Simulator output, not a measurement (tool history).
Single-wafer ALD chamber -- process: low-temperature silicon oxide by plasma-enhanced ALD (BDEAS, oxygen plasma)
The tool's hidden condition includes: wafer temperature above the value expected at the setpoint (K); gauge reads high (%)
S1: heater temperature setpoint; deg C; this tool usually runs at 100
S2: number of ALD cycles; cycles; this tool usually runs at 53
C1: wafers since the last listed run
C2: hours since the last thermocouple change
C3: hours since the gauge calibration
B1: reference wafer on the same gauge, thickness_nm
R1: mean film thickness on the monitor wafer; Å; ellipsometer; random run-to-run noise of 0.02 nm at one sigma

run	day	S1	S2	C1	C2	C3	B1	R1
1	0	89	53	0	296.8	821.9	8.151	82.57
2	4.275	89	53	640	399.4	924.5	8.146	82.45
3	8.138	89	53	578	492.1	1017.2	8.151	82.67
4	10.271	100	53	319	543.3	1068.4	8.154	79.16
5	12.679	100	53	360	601.1	1126.2	8.153	78.62
6	15.55	100	53	429	670	1195.1	8.141	79.05
7	18.779	100	53	483	747.5	1272.6	8.148	79.03
8	20.333	100	53	232	784.8	1309.9	8.156	79.21
9	22.921	100	53	387	846.9	1372	8.155	78.92
10	25.304	100	53	356	904.1	1429.2	8.143	78.87
11	28.167	100	53	428	972.8	1497.9	8.155	78.98
# day 31.088: thermocouple changed; heater temperature recalibrated
# day 32.317: gauge calibrated
12	35.383	89	63	1030	103.1	73.6	8.152	95.91
13	38.425	100	53	455	176.1	146.6	8.143	78.45
14	40.233	88	57	270	219.5	190	8.146	87.03
15	43.904	100	53	549	307.6	278.1	8.15	78.19
# day 47.1: thermocouple changed; heater temperature recalibrated, repeated, since the last time left the tool worse
16	47.221	100	53	446	2.9	357.7	8.147	79.84
17	49.421	113	61	329	55.7	410.5	8.152	89.01
18	51.862	96	43	365	114.3	469.1	8.156	65.29
19	54.988	100	50	468	189.3	544.1	8.151	74.97
20	60.404	94	47	811	319.3	674.1	8.147	72.06
21	63.717	87	59	496	398.8	753.6	8.147	93.14
22	67.979	106	56	638	501.1	855.9	8.147	82.27
23	71.225	114	53	486	579	933.8	8.151	76.67

Alternative continuations, all from the tool just after run 23; predict every row:
A	71.246	100	53	3	579.5	934.3	?	?
B	71.246	87	50	3	579.5	934.3	?	?
C	71.246	110	42	3	579.5	934.3	?	?

run	B1	R1
A	8.142	79.4
B	8.142	78.61
C	8.142	61.62
Stripped of hidden state, with their random variation kept, the same runs would have yielded:
run	R1
A	79.74
B	79.25
C	61.89

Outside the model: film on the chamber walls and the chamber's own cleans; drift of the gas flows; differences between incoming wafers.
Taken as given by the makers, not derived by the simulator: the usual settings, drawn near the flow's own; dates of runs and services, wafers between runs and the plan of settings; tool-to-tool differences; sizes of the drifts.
